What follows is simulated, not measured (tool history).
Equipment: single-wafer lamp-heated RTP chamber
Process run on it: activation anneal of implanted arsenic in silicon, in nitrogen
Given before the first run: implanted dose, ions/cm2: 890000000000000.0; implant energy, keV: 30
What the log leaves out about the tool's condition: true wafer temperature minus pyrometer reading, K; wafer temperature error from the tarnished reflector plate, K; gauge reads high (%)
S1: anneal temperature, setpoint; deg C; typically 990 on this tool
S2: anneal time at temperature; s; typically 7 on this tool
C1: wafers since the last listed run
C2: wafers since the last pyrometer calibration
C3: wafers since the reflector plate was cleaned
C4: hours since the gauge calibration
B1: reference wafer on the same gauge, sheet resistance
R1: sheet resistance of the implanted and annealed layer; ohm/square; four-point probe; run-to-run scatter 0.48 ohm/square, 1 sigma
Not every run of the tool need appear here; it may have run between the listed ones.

| run | day | S1 | S2 | C1 | C2 | C3 | C4 | B1 | R1 |
|---|---|---|---|---|---|---|---|---|---|
| 1 | 0.000 | 990 | 10 | 0 | 6203 | 2910 | 1464.9 | 149.98 | 143.22 |
| 2 | 2.483 | 990 | 10 | 672 | 6876 | 3582 | 1524.5 | 150.05 | 142.99 |
|  | 5.362 | pyrometer window cleaned and pyrometer calibrated |
| 3 | 5.383 | 990 | 7 | 695 | 5 | 4278 | 1594.1 | 150.02 | 149.27 |
| 4 | 8.279 | 990 | 7 | 784 | 789 | 5062 | 1663.6 | 150.09 | 147.23 |
| 5 | 10.508 | 990 | 7 | 603 | 1393 | 5666 | 1717.1 | 149.99 | 147.17 |
| 6 | 11.604 | 990 | 7 | 296 | 1690 | 5963 | 1743.4 | 149.93 | 146.75 |
|  | 13.812 | reflector plate cleaned |
| 7 | 13.912 | 990 | 7 | 535 | 2225 | 26 | 1798.8 | 150.03 | 146.58 |
| 8 | 16.238 | 990 | 6 | 629 | 2855 | 656 | 1854.6 | 150.10 | 147.54 |
| 9 | 17.988 | 990 | 6 | 474 | 3329 | 1130 | 1896.6 | 149.94 | 147.50 |
| 10 | 20.062 | 990 | 6 | 562 | 3892 | 1692 | 1946.4 | 149.96 | 147.02 |
| 11 | 22.850 | 1013 | 7 | 755 | 4647 | 2448 | 2013.3 | 150.01 | 142.05 |
| 12 | 24.629 | 1013 | 7 | 482 | 5129 | 2930 | 2056.0 | 150.07 | 143.17 |
| 13 | 27.575 | 1013 | 7 | 798 | 5927 | 3728 | 2126.7 | 150.02 | 142.86 |
| 14 | 30.379 | 990 | 7 | 759 | 6687 | 4488 | 2194.0 | 149.96 | 145.99 |
| 15 | 31.925 | 990 | 7 | 418 | 7106 | 4906 | 2231.1 | 149.99 | 145.61 |
| 16 | 33.133 | 990 | 7 | 327 | 7433 | 5234 | 2260.1 | 149.92 | 146.35 |
|  | 35.025 | pyrometer window cleaned and pyrometer calibrated |
| 17 | 35.688 | 963 | 7 | 601 | 179 | 5835 | 2321.4 | 150.06 | 153.11 |
| 18 | 38.104 | 990 | 9 | 654 | 834 | 6490 | 2379.4 | 150.01 | 145.10 |
| 19 | 39.838 | 981 | 5 | 469 | 1303 | 6960 | 2421.0 | 150.01 | 151.50 |
| 20 | 41.800 | 961 | 9 | 531 | 1835 | 7492 | 2468.1 | 149.99 | 150.63 |
|  | 42.179 | reflector plate cleaned |
| 21 | 44.621 | 1015 | 5 | 673 | 2509 | 661 | 2535.8 | 149.92 | 144.72 |
| 22 | 46.929 | 1015 | 9 | 625 | 3134 | 1286 | 2591.2 | 149.97 | 140.34 |
| 23 | 49.762 | 1013 | 3 | 767 | 3902 | 2054 | 2659.2 | 149.98 | 148.16 |
| 24 | 51.846 | 990 | 7 | 564 | 4467 | 2618 | 2709.2 | 149.96 | 145.66 |
| 25 | 53.096 | 990 | 7 | 338 | 4805 | 2957 | 2739.2 | 150.06 | 145.71 |
| 26 | 55.492 | 1010 | 4 | 649 | 5454 | 3606 | 2796.7 | 149.99 | 146.70 |
|  | 55.700 | gauge calibrated |
| 27 | 56.942 | 971 | 6 | 392 | 5847 | 3999 | 29.8 | 150.03 | 150.49 |
| 28 | 58.767 | 979 | 7 | 494 | 6342 | 4493 | 73.6 | 149.99 | 148.06 |
|  | 59.292 | pyrometer window cleaned and pyrometer calibrated |
| 29 | 60.962 | 990 | 10 | 504 | 452 | 4998 | 126.3 | 149.99 | 144.52 |
| 30 | 63.842 | 965 | 7 | 780 | 1232 | 5778 | 195.4 | 149.99 | 152.02 |
| 31 | 65.308 | 990 | 7 | 397 | 1629 | 6175 | 230.6 | 150.06 | 146.38 |
| 32 | 67.075 | 981 | 3 | 478 | 2108 | 6654 | 273.0 | 149.98 | 154.25 |
| 33 | 68.154 | 967 | 10 | 292 | 2400 | 6946 | 298.9 | 149.93 | 149.19 |
|  | 69.971 | reflector plate cleaned |
| 34 | 70.675 | 1013 | 7 | 592 | 2993 | 190 | 359.4 | 149.99 | 141.99 |
| 35 | 72.992 | 981 | 11 | 627 | 3621 | 818 | 415.0 | 150.03 | 143.65 |
| 36 | 75.950 | 990 | 10 | 801 | 4422 | 1619 | 486.0 | 150.00 | 142.85 |
| 37 | 78.683 | 1006 | 5 | 740 | 5163 | 2360 | 551.6 | 149.94 | 145.05 |

Each row is a separate what-if for the run after 37, all from the same tool condition, not one after another. Results?
| A | 78.700 | 990 | 7 | 4 | 5167 | 2364 | 552.0 | ? | ? |
| B | 78.700 | 1011 | 9 | 4 | 5167 | 2364 | 552.0 | ? | ? |
| C | 78.700 | 999 | 6 | 4 | 5167 | 2364 | 552.0 | ? | ? |
| D | 78.700 | 974 | 5 | 4 | 5167 | 2364 | 552.0 | ? | ? |

| run | B1 | R1 |
|---|---|---|
| A | 149.94 | 145.25 |
| B | 149.94 | 140.43 |
| C | 149.94 | 144.76 |
| D | 149.94 | 151.15 |
The same runs, with their run-to-run variation unchanged, on a tool lacking any hidden condition would have given:
| run | R1 |
|---|---|
| A | 147.46 |
| B | 141.85 |
| C | 146.88 |
| D | 153.23 |
